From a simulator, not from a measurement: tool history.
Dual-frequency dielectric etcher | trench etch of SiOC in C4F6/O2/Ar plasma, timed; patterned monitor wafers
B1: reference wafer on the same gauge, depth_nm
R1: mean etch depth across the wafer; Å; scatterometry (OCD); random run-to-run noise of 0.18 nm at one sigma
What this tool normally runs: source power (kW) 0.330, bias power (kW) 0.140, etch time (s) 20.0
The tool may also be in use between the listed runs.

{"run": 1, "hour": 0.0, "source power (kW)": 0.33, "bias power (kW)": 0.14, "etch time (s)": 20.0, "B1": 30.27, "R1": 339.9}
{"run": 2, "hour": 40.7, "source power (kW)": 0.33, "bias power (kW)": 0.14, "etch time (s)": 20.0, "B1": 30.31, "R1": 339.9}
{"run": 3, "hour": 132.3, "source power (kW)": 0.33, "bias power (kW)": 0.14, "etch time (s)": 20.0, "B1": 30.3, "R1": 338.1}
{"hour": 163.2, "done": "source power generator calibrated"}
{"run": 4, "hour": 169.0, "source power (kW)": 0.33, "bias power (kW)": 0.14, "etch time (s)": 20.0, "B1": 30.28, "R1": 344.6}
{"hour": 196.8, "done": "wet clean of the chamber"}
{"run": 5, "hour": 206.8, "source power (kW)": 0.33, "bias power (kW)": 0.14, "etch time (s)": 18.5, "B1": 30.31, "R1": 310.8}
{"run": 6, "hour": 277.1, "source power (kW)": 0.33, "bias power (kW)": 0.14, "etch time (s)": 20.0, "B1": 30.29, "R1": 335.4}
{"run": 7, "hour": 352.3, "source power (kW)": 0.33, "bias power (kW)": 0.123, "etch time (s)": 20.0, "B1": 30.33, "R1": 327.8}
{"run": 8, "hour": 406.4, "source power (kW)": 0.33, "bias power (kW)": 0.157, "etch time (s)": 20.0, "B1": 30.26, "R1": 349.5}
{"run": 9, "hour": 464.2, "source power (kW)": 0.33, "bias power (kW)": 0.157, "etch time (s)": 20.0, "B1": 30.3, "R1": 352.8}
{"hour": 498.6, "done": "upper electrode replaced"}
{"run": 10, "hour": 514.4, "source power (kW)": 0.28, "bias power (kW)": 0.124, "etch time (s)": 22.0, "B1": 30.28, "R1": 334.8}
{"run": 11, "hour": 605.4, "source power (kW)": 0.33, "bias power (kW)": 0.152, "etch time (s)": 16.0, "B1": 30.31, "R1": 277.5}
{"run": 12, "hour": 663.8, "source power (kW)": 0.33, "bias power (kW)": 0.14, "etch time (s)": 17.0, "B1": 30.3, "R1": 294.5}
{"run": 13, "hour": 735.2, "source power (kW)": 0.33, "bias power (kW)": 0.14, "etch time (s)": 22.5, "B1": 30.28, "R1": 384.6}
{"run": 14, "hour": 777.9, "source power (kW)": 0.33, "bias power (kW)": 0.14, "etch time (s)": 20.0, "B1": 30.28, "R1": 346.7}
{"run": 15, "hour": 842.3, "source power (kW)": 0.27, "bias power (kW)": 0.105, "etch time (s)": 25.5, "B1": 30.28, "R1": 362.0}
{"hour": 886.6, "done": "wet clean of the chamber"}
{"run": 16, "hour": 943.7, "source power (kW)": 0.33, "bias power (kW)": 0.14, "etch time (s)": 20.0, "B1": 30.33, "R1": 338.7}
{"run": 17, "hour": 1002.2, "source power (kW)": 0.38, "bias power (kW)": 0.125, "etch time (s)": 22.5, "B1": 30.27, "R1": 395.4}
{"run": 18, "hour": 1046.0, "source power (kW)": 0.36, "bias power (kW)": 0.173, "etch time (s)": 25.5, "B1": 30.33, "R1": 477.0}
{"run": 19, "hour": 1145.0, "source power (kW)": 0.33, "bias power (kW)": 0.14, "etch time (s)": 20.0, "B1": 30.27, "R1": 340.3}

For run 20, what comes out?
{"run": 20, "hour": 1184.2, "source power (kW)": 0.3, "bias power (kW)": 0.174, "etch time (s)": 20.0, "B1": "?", "R1": "?"}

Logged for run 20: B1 30.29, R1 348.5 Å.
Without the tool's hidden state the same run would have given R1 343.0 Å.
